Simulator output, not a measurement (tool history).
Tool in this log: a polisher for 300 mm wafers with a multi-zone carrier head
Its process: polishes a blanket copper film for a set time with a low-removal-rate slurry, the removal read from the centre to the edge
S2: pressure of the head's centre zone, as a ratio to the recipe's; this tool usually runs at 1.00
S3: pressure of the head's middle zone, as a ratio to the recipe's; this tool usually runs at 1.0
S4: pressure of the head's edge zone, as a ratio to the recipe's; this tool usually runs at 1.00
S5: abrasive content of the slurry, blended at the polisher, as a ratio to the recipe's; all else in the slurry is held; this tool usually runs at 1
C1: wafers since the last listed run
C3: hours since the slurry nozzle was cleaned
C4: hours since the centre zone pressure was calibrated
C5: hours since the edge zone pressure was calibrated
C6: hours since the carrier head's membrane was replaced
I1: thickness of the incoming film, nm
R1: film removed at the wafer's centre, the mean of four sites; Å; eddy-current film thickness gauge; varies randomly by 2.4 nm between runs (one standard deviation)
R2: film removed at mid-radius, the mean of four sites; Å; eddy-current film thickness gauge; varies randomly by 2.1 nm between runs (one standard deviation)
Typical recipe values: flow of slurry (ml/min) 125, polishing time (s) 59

Run 1, hour 0.0: usual settings but S4 1.06; C1 0; wafers polished on this pad 475; C3 52.0; C4 398.4; C5 574.5; C6 1040.6; I1 1363.0. Result: R1 1755 Å, R2 1731 Å.
At hour 15.6: worn pad replaced by a new one.
Run 2, hour 16.1: usual settings but S4 1.06; C1 101; wafers polished on this pad 4; C3 68.1; C4 414.5; C5 590.6; C6 1056.7; I1 1365.9. Result: R1 1727 Å, R2 1756 Å.
Run 3, hour 50.0: usual settings but S4 1.06; C1 285; wafers polished on this pad 289; C3 102.0; C4 448.4; C5 624.5; C6 1090.6; I1 1372.4. Result: R1 1709 Å, R2 1713 Å.
Run 4, hour 63.9: usual settings but S2 0.94; C1 116; wafers polished on this pad 406; C3 115.9; C4 462.3; C5 638.4; C6 1104.5; I1 1354.7. Result: R1 1596 Å, R2 1676 Å.
Run 5, hour 81.2: usual settings but S2 0.94; C1 145; wafers polished on this pad 551; C3 133.2; C4 479.6; C5 655.7; C6 1121.8; I1 1359.7. Result: R1 1585 Å, R2 1692 Å.
At hour 87.2: worn pad replaced by a new one.
Run 6, hour 107.9: usual settings but S2 0.94; C1 190; wafers polished on this pad 174; C3 159.9; C4 506.3; C5 682.4; C6 1148.5; I1 1380.9. Result: R1 1561 Å, R2 1696 Å.
Run 7, hour 132.7: usual settings but S3 0.9; C1 208; wafers polished on this pad 382; C3 184.7; C4 531.1; C5 707.2; C6 1173.3; I1 1357.3. Result: R1 1638 Å, R2 1488 Å.
Run 8, hour 145.2: usual settings but S3 0.9; C1 105; wafers polished on this pad 488; C3 197.2; C4 543.6; C5 719.7; C6 1185.8; I1 1371.2. Result: R1 1607 Å, R2 1533 Å.
At hour 175.6: worn pad replaced by a new one.
At hour 176.0: carrier head's membrane replaced by a new one.
Run 9, hour 176.5: usual settings but flow of slurry (ml/min) 140; C1 225; wafers polished on this pad 4; C3 228.5; C4 574.9; C5 751.0; C6 0.5; I1 1384.0. Result: R1 1715 Å, R2 1663 Å.

Predict the results of run 10:
At hour 195.4: edge zone pressure recalibrated.
Run 10, hour 198.2: usual settings but S2 0.90; C1 165; wafers polished on this pad 169; C3 250.2; C4 596.6; C5 2.8; C6 22.2; I1 1382.9. Result: R1 ?, R2 ?.

Run 10 produced R1 1462 Å, R2 1578 Å.
Minus the tool's unlogged condition, the same run would have read R1 1618 Å, R2 1723 Å.

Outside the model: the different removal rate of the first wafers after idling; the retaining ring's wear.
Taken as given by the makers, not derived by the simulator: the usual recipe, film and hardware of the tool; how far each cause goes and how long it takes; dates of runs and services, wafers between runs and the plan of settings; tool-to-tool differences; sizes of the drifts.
